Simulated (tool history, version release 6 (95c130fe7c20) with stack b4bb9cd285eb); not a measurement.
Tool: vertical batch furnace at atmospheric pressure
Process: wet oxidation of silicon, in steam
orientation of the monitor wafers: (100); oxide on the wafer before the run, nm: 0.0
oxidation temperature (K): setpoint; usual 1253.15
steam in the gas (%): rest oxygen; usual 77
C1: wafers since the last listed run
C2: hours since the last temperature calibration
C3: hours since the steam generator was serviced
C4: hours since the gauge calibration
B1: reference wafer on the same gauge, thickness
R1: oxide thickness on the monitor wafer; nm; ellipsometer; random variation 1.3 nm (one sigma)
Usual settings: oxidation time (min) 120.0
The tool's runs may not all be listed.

Run 1, hour 0.0: usual settings; C1 0; C2 1176.6; C3 1827.8; C4 124.7; B1 381.31. Result: R1 436.15 nm.
Run 2, hour 57.2: usual settings; C1 405; C2 1233.8; C3 1885.0; C4 181.9; B1 380.59. Result: R1 434.74 nm.
Run 3, hour 110.6: usual settings but oxidation temperature (K) 1268.15; C1 378; C2 1287.2; C3 1938.4; C4 235.3; B1 380.94. Result: R1 480.84 nm.
Run 4, hour 174.2: usual settings but oxidation temperature (K) 1268.15; C1 450; C2 1350.8; C3 2002.0; C4 298.9; B1 381.23. Result: R1 483.13 nm.
Run 5, hour 381.7: usual settings but oxidation time (min) 83.5, steam in the gas (%) 71; C1 1470; C2 1558.3; C3 2209.5; C4 506.4; B1 381.13. Result: R1 320.61 nm.
Run 6, hour 437.8: usual settings; C1 397; C2 1614.4; C3 2265.6; C4 562.5; B1 380.97. Result: R1 433.61 nm.
Run 7, hour 582.7: usual settings; C1 1026; C2 1759.3; C3 2410.5; C4 707.4; B1 380.86. Result: R1 436.19 nm.
Run 8, hour 609.1: usual settings; C1 187; C2 1785.7; C3 2436.9; C4 733.8; B1 380.97. Result: R1 439.53 nm.
Run 9, hour 653.4: usual settings; C1 313; C2 1830.0; C3 2481.2; C4 778.1; B1 381.51. Result: R1 435.81 nm.
Run 10, hour 684.6: usual settings; C1 221; C2 1861.2; C3 2512.4; C4 809.3; B1 381.00. Result: R1 438.12 nm.
Run 11, hour 733.0: usual settings; C1 342; C2 1909.6; C3 2560.8; C4 857.7; B1 380.67. Result: R1 438.56 nm.
Run 12, hour 767.7: usual settings; C1 245; C2 1944.3; C3 2595.5; C4 892.4; B1 380.99. Result: R1 437.44 nm.
At hour 811.7: thermocouples replaced and temperature profile calibrated.
Run 13, hour 826.5: usual settings; C1 246; C2 14.8; C3 2654.3; C4 951.2; B1 381.13. Result: R1 423.18 nm.
Run 14, hour 872.2: usual settings; C1 323; C2 60.5; C3 2700.0; C4 996.9; B1 380.68. Result: R1 424.36 nm.
Run 15, hour 942.1: usual settings but steam in the gas (%) 68; C1 495; C2 130.4; C3 2769.9; C4 1066.8; B1 381.29. Result: R1 392.37 nm.
Run 16, hour 970.8: usual settings but oxidation temperature (K) 1244.15; C1 203; C2 159.1; C3 2798.6; C4 1095.5; B1 380.97. Result: R1 399.26 nm.
Run 17, hour 1003.0: usual settings but oxidation temperature (K) 1272.15, steam in the gas (%) 69; C1 228; C2 191.3; C3 2830.8; C4 1127.7; B1 381.03. Result: R1 453.45 nm.
Run 18, hour 1063.5: usual settings but oxidation temperature (K) 1272.15, steam in the gas (%) 69; C1 428; C2 251.8; C3 2891.3; C4 1188.2; B1 380.78. Result: R1 450.54 nm.
Run 19, hour 1093.9: usual settings but oxidation temperature (K) 1272.15, steam in the gas (%) 69; C1 215; C2 282.2; C3 2921.7; C4 1218.6; B1 381.06. Result: R1 454.80 nm.
At hour 1116.3: gauge calibrated.
Run 20, hour 1137.8: usual settings but oxidation temperature (K) 1247.15, oxidation time (min) 60.5; C1 311; C2 326.1; C3 2965.6; C4 21.5; B1 381.04. Result: R1 248.56 nm.
Run 21, hour 1189.5: usual settings; C1 366; C2 377.8; C3 3017.3; C4 73.2; B1 380.90. Result: R1 430.80 nm.
At hour 1228.7: steam generator serviced.
Run 22, hour 1229.2: usual settings; C1 111; C2 417.5; C3 0.5; C4 112.9; B1 380.57. Result: R1 433.23 nm.
Run 23, hour 1260.5: usual settings but oxidation temperature (K) 1231.15; C1 221; C2 448.8; C3 31.8; C4 144.2; B1 380.64. Result: R1 362.53 nm.
Run 24, hour 1320.1: usual settings but oxidation temperature (K) 1266.15, oxidation time (min) 91.5, steam in the gas (%) 83; C1 422; C2 508.4; C3 91.4; C4 203.8; B1 381.10. Result: R1 413.36 nm.
Run 25, hour 1357.1: usual settings; C1 262; C2 545.4; C3 128.4; C4 240.8; B1 381.25. Result: R1 430.33 nm.
Run 26, hour 1410.9: usual settings; C1 381; C2 599.2; C3 182.2; C4 294.6; B1 380.83. Result: R1 432.17 nm.
Run 27, hour 1535.0: usual settings but oxidation temperature (K) 1228.15, steam in the gas (%) 71; C1 879; C2 723.3; C3 306.3; C4 418.7; B1 381.39. Result: R1 336.49 nm.
Run 28, hour 1598.9: usual settings but steam in the gas (%) 87; C1 452; C2 787.2; C3 370.2; C4 482.6; B1 380.69. Result: R1 469.50 nm.
Run 29, hour 1651.4: usual settings; C1 372; C2 839.7; C3 422.7; C4 535.1; B1 380.81. Result: R1 435.66 nm.
Run 30, hour 1678.0: usual settings but steam in the gas (%) 88; C1 188; C2 866.3; C3 449.3; C4 561.7; B1 380.85. Result: R1 475.20 nm.
Run 31, hour 1731.9: usual settings; C1 381; C2 920.2; C3 503.2; C4 615.6; B1 381.04. Result: R1 436.20 nm.
Run 32, hour 1789.0: usual settings but oxidation temperature (K) 1229.15, oxidation time (min) 64.5, steam in the gas (%) 67; C1 404; C2 977.3; C3 560.3; C4 672.7; B1 381.13. Result: R1 202.84 nm.
Run 33, hour 1848.1: usual settings; C1 418; C2 1036.4; C3 619.4; C4 731.8; B1 381.52. Result: R1 434.37 nm.
Run 34, hour 1893.6: usual settings but oxidation temperature (K) 1272.15; C1 322; C2 1081.9; C3 664.9; C4 777.3; B1 381.67. Result: R1 493.23 nm.
Run 35, hour 1928.4: usual settings; C1 246; C2 1116.7; C3 699.7; C4 812.1; B1 381.27. Result: R1 436.10 nm.
Run 36, hour 1959.7: usual settings but oxidation temperature (K) 1266.15; C1 221; C2 1148.0; C3 731.0; C4 843.4; B1 380.54. Result: R1 477.47 nm.
Run 37, hour 2025.6: usual settings but oxidation temperature (K) 1232.15, oxidation time (min) 178.5, steam in the gas (%) 80; C1 466; C2 1213.9; C3 796.9; C4 909.3; B1 381.09. Result: R1 501.40 nm.
Run 38, hour 2074.0: usual settings but oxidation temperature (K) 1261.15, oxidation time (min) 79.0; C1 342; C2 1262.3; C3 845.3; C4 957.7; B1 380.78. Result: R1 348.45 nm.
Run 39, hour 2105.2: usual settings but oxidation time (min) 80.0; C1 221; C2 1293.5; C3 876.5; C4 988.9; B1 381.11. Result: R1 329.76 nm.

Forecast each of these 3 alternatives for the next run:
Run A, hour 2111.6: usual settings; C1 45; C2 1299.9; C3 882.9; C4 995.3; B1 ?. Result: R1 ?.
Run B, hour 2111.6: usual settings but oxidation temperature (K) 1235.15, steam in the gas (%) 87; C1 45; C2 1299.9; C3 882.9; C4 995.3; B1 ?. Result: R1 ?.
Run C, hour 2111.6: usual settings but oxidation temperature (K) 1268.15, oxidation time (min) 76.5, steam in the gas (%) 82; C1 45; C2 1299.9; C3 882.9; C4 995.3; B1 ?. Result: R1 ?.

run      B1      R1
  A  381.61  436.10
  B  381.61  415.23
  C  381.61  373.15
Without the tool's hidden state the same runs would have given:
run      R1
  A  421.27
  B  399.85
  C  360.46
